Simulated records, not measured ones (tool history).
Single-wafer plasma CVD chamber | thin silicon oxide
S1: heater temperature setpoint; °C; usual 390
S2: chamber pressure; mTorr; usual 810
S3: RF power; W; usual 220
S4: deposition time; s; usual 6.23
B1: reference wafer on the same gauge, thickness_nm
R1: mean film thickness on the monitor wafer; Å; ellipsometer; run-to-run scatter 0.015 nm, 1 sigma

run,hour,S1,S2,S3,S4,B1,R1
1,0,390,810,220,5.38,11.698,87.39
2,15.7,390,810,220,5.38,11.694,87.8
3,28.5,390,810,220,5.38,11.699,87.64
4,35.1,390,810,220,6.23,11.704,101.59
5,43.9,390,810,220,6.23,11.695,101.23
6,55.8,390,810,230,6.23,11.701,103.37
7,70,390,810,230,6.23,11.693,103.28
8,83.5,390,810,230,6.23,11.701,103.4
9,97.2,380,810,200,6.23,11.696,98.24
10,150.9,380,810,200,6.23,11.7,98.41
11,164.1,390,701,220,6.23,11.698,90.79
12,174.6,390,701,220,6.23,11.7,90.74
# hour 197.4: gauge calibrated
13,216.3,390,701,220,6.23,11.695,90.87
# hour 231.2: showerhead replaced
14,239.2,390,810,220,6.23,11.694,101.61
15,250.5,390,810,220,6.23,11.691,101.82
16,258.5,400,618,240,5.05,11.695,68.12
# hour 277: thermocouple changed; heater temperature recalibrated
17,277.5,390,810,220,6.23,11.708,102.07
18,285.1,390,810,220,6.23,11.703,102.07
# hour 310.5: RF generator calibrated
# hour 318.7: capacitance manometer re-zeroed and calibrated
19,319.2,385,810,220,6.64,11.698,105.87
20,325,400,876,235,5.26,11.698,90.72
21,341.1,390,810,220,6.23,11.7,99.13
22,348.7,405,695,220,6.23,11.702,86.23
23,361.4,390,926,220,6.23,11.703,109.62
24,370.5,386,810,220,6.79,11.7,108.12
25,386.1,380,810,220,7.12,11.703,113.54
26,395.8,390,810,220,6.23,11.699,99.02
27,401.9,381,810,220,6.23,11.704,99.78
28,418.4,403,892,240,7.47,11.702,131.05
29,426.3,390,810,220,6.23,11.708,99.04

Each row is a separate what-if for the run after 29, all from the same tool condition, not one after another. Results?
A,426.7,390,922,220,6.23,?,?
B,426.7,390,716,220,7.37,?,?
C,426.7,404,810,205,6.23,?,?
D,426.7,390,740,190,6.8,?,?

run,B1,R1
A,11.699,109.41
B,11.699,105.56
C,11.699,95.6
D,11.699,94.6
Had the tool no hidden state, the same runs would have come out as:
run,R1
A,110.65
B,106.94
C,96.8
D,95.86
